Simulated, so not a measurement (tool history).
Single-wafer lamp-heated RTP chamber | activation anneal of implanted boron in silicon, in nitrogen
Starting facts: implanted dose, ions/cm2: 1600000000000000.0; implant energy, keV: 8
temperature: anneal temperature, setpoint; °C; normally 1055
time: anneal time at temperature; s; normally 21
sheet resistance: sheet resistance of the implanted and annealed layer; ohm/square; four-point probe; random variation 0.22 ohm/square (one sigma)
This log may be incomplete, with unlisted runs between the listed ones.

| run | hour | temperature | time | read-back reference wafer on the same gauge, sheet resistance | sheet resistance |
|---|---|---|---|---|---|
| 1 | 0.0 | 1055 | 21 | 92.12 | 92.15 |
| 2 | 44.1 | 1055 | 21 | 92.14 | 91.81 |
| 3 | 76.4 | 1055 | 21 | 92.26 | 92.41 |
| 4 | 134.8 | 1055 | 21 | 92.23 | 92.15 |
|  | 281.3 | pyrometer window cleaned and pyrometer calibrated |
| 5 | 337.0 | 1055 | 21 | 93.08 | 93.41 |
| 6 | 383.4 | 1055 | 21 | 93.28 | 93.05 |
|  | 451.1 | gauge calibrated |
| 7 | 451.5 | 1055 | 21 | 92.54 | 92.43 |
|  | 467.6 | reflector plate cleaned |
| 8 | 507.5 | 1055 | 29 | 92.49 | 88.68 |
| 9 | 572.8 | 1064 | 21 | 92.55 | 89.24 |
| 10 | 639.0 | 1026 | 21 | 92.67 | 106.26 |
| 11 | 698.6 | 1065 | 13 | 92.80 | 94.13 |
| 12 | 734.8 | 1063 | 11 | 93.10 | 96.65 |
|  | 752.7 | pyrometer window cleaned and pyrometer calibrated |
| 13 | 784.1 | 1064 | 29 | 93.07 | 86.94 |
| 14 | 840.6 | 1055 | 11 | 93.63 | 100.84 |
| 15 | 895.7 | 1055 | 21 | 93.90 | 94.00 |

Alternative continuations, all from the tool just after run 15; predict every row:
| A | 896.1 | 1055 | 21 | ? | ? |
| B | 896.1 | 1035 | 10 | ? | ? |
| C | 896.1 | 1038 | 17 | ? | ? |
| D | 896.1 | 1029 | 32 | ? | ? |

| run | read-back reference wafer on the same gauge, sheet resistance | sheet resistance |
|---|---|---|
| A | 93.74 | 93.67 |
| B | 93.74 | 110.14 |
| C | 93.74 | 103.56 |
| D | 93.74 | 101.25 |
The same runs, with their run-to-run variation unchanged, on a tool lacking any hidden condition would have given:
| run | sheet resistance |
|---|---|
| A | 91.94 |
| B | 108.10 |
| C | 101.64 |
| D | 99.38 |

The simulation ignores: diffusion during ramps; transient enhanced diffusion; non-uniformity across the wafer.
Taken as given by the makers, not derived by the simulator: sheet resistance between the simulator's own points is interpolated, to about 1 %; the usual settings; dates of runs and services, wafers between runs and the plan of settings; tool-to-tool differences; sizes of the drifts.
